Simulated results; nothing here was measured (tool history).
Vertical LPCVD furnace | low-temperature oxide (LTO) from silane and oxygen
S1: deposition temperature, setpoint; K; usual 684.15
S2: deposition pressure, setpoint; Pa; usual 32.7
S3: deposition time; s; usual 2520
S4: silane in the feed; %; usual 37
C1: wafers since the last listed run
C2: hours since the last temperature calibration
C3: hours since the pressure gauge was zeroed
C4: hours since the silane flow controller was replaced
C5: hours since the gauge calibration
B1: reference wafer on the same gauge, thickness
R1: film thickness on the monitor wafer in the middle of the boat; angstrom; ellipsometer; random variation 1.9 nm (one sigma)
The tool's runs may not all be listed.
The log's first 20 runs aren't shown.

run    hour      S1    S2    S3  S4    C1     C2      C3      C4     C5      B1      R1
 21  1618.3  674.15  24.7  2520  37  1951  449.5   786.7   560.1  412.4  466.02  2957.9
 22  1671.3  684.15  32.7  2520  40  1068  502.5   839.7   613.1  465.4  466.53  4787.2
 23  1748.1  684.15  32.7  2520  37  1548  579.3   916.5   689.9  542.2  465.99  4358.3
 24  1787.9  684.15  32.7  2520  37   802  619.1   956.3   729.7  582.0  466.84  4381.6
 25  1859.1  688.15  32.7  3030  37  1435  690.3  1027.5   800.9  653.2  466.22  5538.9
 26  1920.0  684.15  32.7  2520  37  1227  751.2  1088.4   861.8  714.1  466.33  4366.8
 27  2022.9  680.15  29.3  2520  37  2074  854.1  1191.3   964.7  817.0  465.61  3760.3
 28  2069.0  689.15  32.7  2070  37   929  900.2  1237.4  1010.8  863.1  465.93  3781.4
 29  2117.5  684.15  32.7  2520  37   977  948.7  1285.9  1059.3  911.6  466.54  4372.8
 30  2168.6  676.15  38.0  1920  30  1029  999.8  1337.0  1110.4  962.7  466.28  2647.4

5 ways to go on from here, each from the tool as it stands after run 30. What would each give?
  A  2172.5  684.15  32.7  2520  37  78  1003.7  1340.9  1114.3  966.6   ?   ?
  B  2172.5  679.15  35.3  2850  37  78  1003.7  1340.9  1114.3  966.6   ?   ?
  C  2172.5  684.15  32.7  1680  37  78  1003.7  1340.9  1114.3  966.6   ?   ?
  D  2172.5  684.15  38.7  1770  37  78  1003.7  1340.9  1114.3  966.6   ?   ?
  E  2172.5  679.15  38.0  2520  37  78  1003.7  1340.9  1114.3  966.6   ?   ?

run      B1      R1
  A  465.83  4367.5
  B  465.83  5051.9
  C  465.83  2911.6
  D  465.83  3621.0
  E  465.83  4798.4
Without the tool's hidden state the same runs would have given:
run      R1
  A  4289.2
  B  4968.0
  C  2859.5
  D  3566.0
  E  4724.3

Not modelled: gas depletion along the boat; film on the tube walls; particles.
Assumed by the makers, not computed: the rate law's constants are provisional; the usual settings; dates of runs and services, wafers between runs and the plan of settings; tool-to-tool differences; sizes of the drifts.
